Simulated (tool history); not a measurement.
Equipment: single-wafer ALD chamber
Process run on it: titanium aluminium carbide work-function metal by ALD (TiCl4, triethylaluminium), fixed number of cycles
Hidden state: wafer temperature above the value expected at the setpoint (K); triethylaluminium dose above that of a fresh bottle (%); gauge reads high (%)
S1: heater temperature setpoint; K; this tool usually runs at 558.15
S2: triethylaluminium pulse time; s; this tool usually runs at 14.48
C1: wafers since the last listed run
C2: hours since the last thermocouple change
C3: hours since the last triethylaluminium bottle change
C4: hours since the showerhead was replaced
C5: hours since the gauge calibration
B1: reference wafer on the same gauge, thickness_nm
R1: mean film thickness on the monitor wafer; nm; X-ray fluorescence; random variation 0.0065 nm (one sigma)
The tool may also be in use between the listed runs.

| run | day | S1 | S2 | C1 | C2 | C3 | C4 | C5 | B1 | R1 |
|---|---|---|---|---|---|---|---|---|---|---|
| 1 | 0.000 | 558.15 | 14.48 | 0 | 2088.1 | 1707.1 | 3881.0 | 169.8 | 2.208 | 1.855 |
| 2 | 0.588 | 558.15 | 14.48 | 145 | 2102.2 | 1721.2 | 3895.1 | 183.9 | 2.214 | 1.848 |
| 3 | 1.396 | 558.15 | 14.48 | 200 | 2121.6 | 1740.6 | 3914.5 | 203.3 | 2.208 | 1.846 |
| 4 | 2.496 | 558.15 | 14.48 | 272 | 2148.0 | 1767.0 | 3940.9 | 229.7 | 2.215 | 1.866 |
| 5 | 3.558 | 558.15 | 14.48 | 263 | 2173.5 | 1792.5 | 3966.4 | 255.2 | 2.211 | 1.864 |
| 6 | 4.075 | 558.15 | 14.48 | 127 | 2185.9 | 1804.9 | 3978.8 | 267.6 | 2.209 | 1.851 |
| 7 | 4.858 | 558.15 | 14.48 | 193 | 2204.7 | 1823.7 | 3997.6 | 286.4 | 2.212 | 1.852 |
| 8 | 5.967 | 558.15 | 14.48 | 274 | 2231.3 | 1850.3 | 4024.2 | 313.0 | 2.213 | 1.863 |
|  | 6.633 | showerhead replaced |
| 9 | 6.654 | 553.15 | 16.86 | 87 | 2247.8 | 1866.8 | 0.5 | 329.5 | 2.211 | 1.811 |
|  | 7.746 | thermocouple changed; heater temperature recalibrated |
| 10 | 7.767 | 548.15 | 18.51 | 192 | 0.5 | 1893.5 | 27.2 | 356.2 | 2.209 | 1.770 |
| 11 | 8.567 | 558.15 | 19.47 | 198 | 19.7 | 1912.7 | 46.4 | 375.4 | 2.211 | 1.860 |
|  | 9.517 | triethylaluminium bottle replaced |
| 12 | 9.654 | 570.15 | 16.40 | 186 | 45.8 | 3.3 | 72.5 | 401.5 | 2.212 | 1.963 |
| 13 | 11.062 | 544.15 | 11.49 | 348 | 79.6 | 37.1 | 106.3 | 435.3 | 2.215 | 1.696 |
|  | 11.900 | gauge calibrated |
| 14 | 12.117 | 558.15 | 14.48 | 260 | 104.9 | 62.4 | 131.6 | 5.2 | 2.208 | 1.856 |
| 15 | 12.983 | 558.15 | 14.48 | 214 | 125.7 | 83.2 | 152.4 | 26.0 | 2.208 | 1.867 |
| 16 | 15.538 | 566.15 | 19.63 | 632 | 187.0 | 144.5 | 213.7 | 87.3 | 2.213 | 1.951 |
| 17 | 19.138 | 544.15 | 11.49 | 891 | 273.4 | 230.9 | 300.1 | 173.7 | 2.206 | 1.715 |

Across each entry between runs, compare the hidden state at the last listed run before it with the hidden state at the first listed run after it:
Run 8 -> run 9: showerhead replaced (day 6.633)
  the hidden state is the same at both runs
Run 9 -> run 10: thermocouple changed; heater temperature recalibrated (day 7.746)
  the hidden state is the same at both runs
Run 11 -> run 12: triethylaluminium bottle replaced (day 9.517)
  the hidden state is the same at both runs
Run 13 -> run 14: gauge calibrated (day 11.900)
  the hidden state is the same at both runs
